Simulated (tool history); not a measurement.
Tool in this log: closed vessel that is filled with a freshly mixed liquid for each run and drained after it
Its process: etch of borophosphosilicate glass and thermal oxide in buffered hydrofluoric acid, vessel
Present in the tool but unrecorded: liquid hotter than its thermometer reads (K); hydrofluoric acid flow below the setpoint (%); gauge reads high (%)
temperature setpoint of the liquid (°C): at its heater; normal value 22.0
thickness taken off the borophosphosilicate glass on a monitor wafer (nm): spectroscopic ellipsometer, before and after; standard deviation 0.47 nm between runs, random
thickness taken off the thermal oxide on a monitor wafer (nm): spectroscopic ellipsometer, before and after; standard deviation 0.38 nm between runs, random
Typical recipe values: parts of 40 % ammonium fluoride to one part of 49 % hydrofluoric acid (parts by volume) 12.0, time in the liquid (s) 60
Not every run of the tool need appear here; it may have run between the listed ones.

run     day  temperature setpoint of the liquid (°C)  parts of 40 % ammonium fluoride to one part of 49 % hydrofluoric acid (parts by volume)  time in the liquid (s)  wafers since the last listed run  hours since the thermometer was replaced  hours since the hydrofluoric acid flow meter was replaced  hours since the gauge calibration  read-back film thickness of the borophosphosilicate glass reference wafer, read on the same gauge (nm)  read-back film thickness of the thermal oxide reference wafer, read on the same gauge (nm)  thickness taken off the borophosphosilicate glass on a monitor wafer (nm)  thickness taken off the thermal oxide on a monitor wafer (nm)
  1   0.000                                     22.0                                                                                     14.5                      35                                 0                                      85.6                                                      400.4                              318.1                                                                                                   39.98                                                                                      130.02                                                                      33.77                                                          26.47
  2   0.683                                     26.0                                                                                      7.5                      30                              1784                                     102.0                                                      416.8                              334.5                                                                                                   40.03                                                                                      130.03                                                                      66.43                                                          52.55
  3   1.288                                     19.5                                                                                     12.0                      35                              1577                                     116.5                                                      431.3                              349.0                                                                                                   40.01                                                                                      129.99                                                                      35.55                                                          27.93
  4   1.712                                     22.0                                                                                     12.0                      60                              1109                                     126.7                                                      441.5                              359.2                                                                                                   39.98                                                                                      129.95                                                                      69.64                                                          54.59
  5   2.262                                     17.5                                                                                     12.0                      60                              1436                                     139.9                                                      454.7                              372.4                                                                                                   39.99                                                                                      130.01                                                                      54.97                                                          42.45
  6   2.779                                     22.0                                                                                      9.0                      60                              1349                                     152.3                                                      467.1                              384.8                                                                                                   40.01                                                                                      130.02                                                                      91.76                                                          71.43
  7   3.354                                     22.0                                                                                      9.5                      50                              1501                                     166.1                                                      480.9                              398.6                                                                                                   40.03                                                                                      129.99                                                                      73.26                                                          57.48
      3.629  -- hydrofluoric acid flow meter replaced
  8   5.404                                     22.0                                                                                     14.0                      30                              5244                                     215.3                                                       42.6                              447.8                                                                                                   40.01                                                                                      130.00                                                                      31.04                                                          24.53
  9   5.879                                     19.5                                                                                     12.0                      60                              1240                                     226.7                                                       54.0                              459.2                                                                                                   40.01                                                                                      130.00                                                                      63.36                                                          49.72
 10   6.567                                     18.0                                                                                     14.0                      80                              1795                                     243.2                                                       70.5                              475.7                                                                                                   39.98                                                                                      130.01                                                                      66.54                                                          51.62
 11   6.921                                     22.0                                                                                     12.0                      60                               924                                     251.7                                                       79.0                              484.2                                                                                                   40.01                                                                                      129.99                                                                      72.26                                                          57.41
 12   7.512                                     23.5                                                                                     16.5                      60                              1545                                     265.9                                                       93.2                              498.4                                                                                                   40.01                                                                                      129.99                                                                      57.86                                                          45.12
 13   7.821                                     17.5                                                                                     16.5                      40                               805                                     273.3                                                      100.6                              505.8                                                                                                   39.97                                                                                      130.04                                                                      27.66                                                          21.66
 14   8.092                                     25.5                                                                                     10.5                      60                               707                                     279.8                                                      107.1                              512.3                                                                                                   39.98                                                                                      129.99                                                                      99.96                                                          78.67
      8.250  -- gauge calibrated
 15   8.550                                     23.5                                                                                      8.0                      60                              1196                                     290.8                                                      118.1                                7.2                                                                                                   39.95                                                                                      130.00                                                                     114.38                                                          89.73
 16   8.879                                     19.5                                                                                     13.5                      80                               859                                     298.7                                                      126.0                               15.1                                                                                                   39.97                                                                                      130.00                                                                      74.77                                                          59.30
 17   9.158                                     22.0                                                                                     14.0                      60                               729                                     305.4                                                      132.7                               21.8                                                                                                   40.00                                                                                      129.99                                                                      62.46                                                          49.49
 18  10.825                                     25.0                                                                                     12.0                      60                              4352                                     345.4                                                      172.7                               61.8                                                                                                   40.02                                                                                      129.99                                                                      85.91                                                          67.18

Forecast run 19:
 19  11.371                                     26.0                                                                                      9.0                      60                              1425                                     358.5                                                      185.8                               74.9                                                                                                       ?                                                                                           ?                                                                          ?                                                              ?

{"run 19": {"read-back film thickness of the borophosphosilicate glass reference wafer, read on the same gauge (nm)": 40.01, "read-back film thickness of the thermal oxide reference wafer, read on the same gauge (nm)": 130.0, "thickness taken off the borophosphosilicate glass on a monitor wafer (nm)": 115.81, "thickness taken off the thermal oxide on a monitor wafer (nm)": 90.14}}
With the hidden condition absent and the run-to-run variation left alone, this run would have shown thickness taken off the borophosphosilicate glass on a monitor wafer (nm) 112.89, thickness taken off the thermal oxide on a monitor wafer (nm) 87.82.
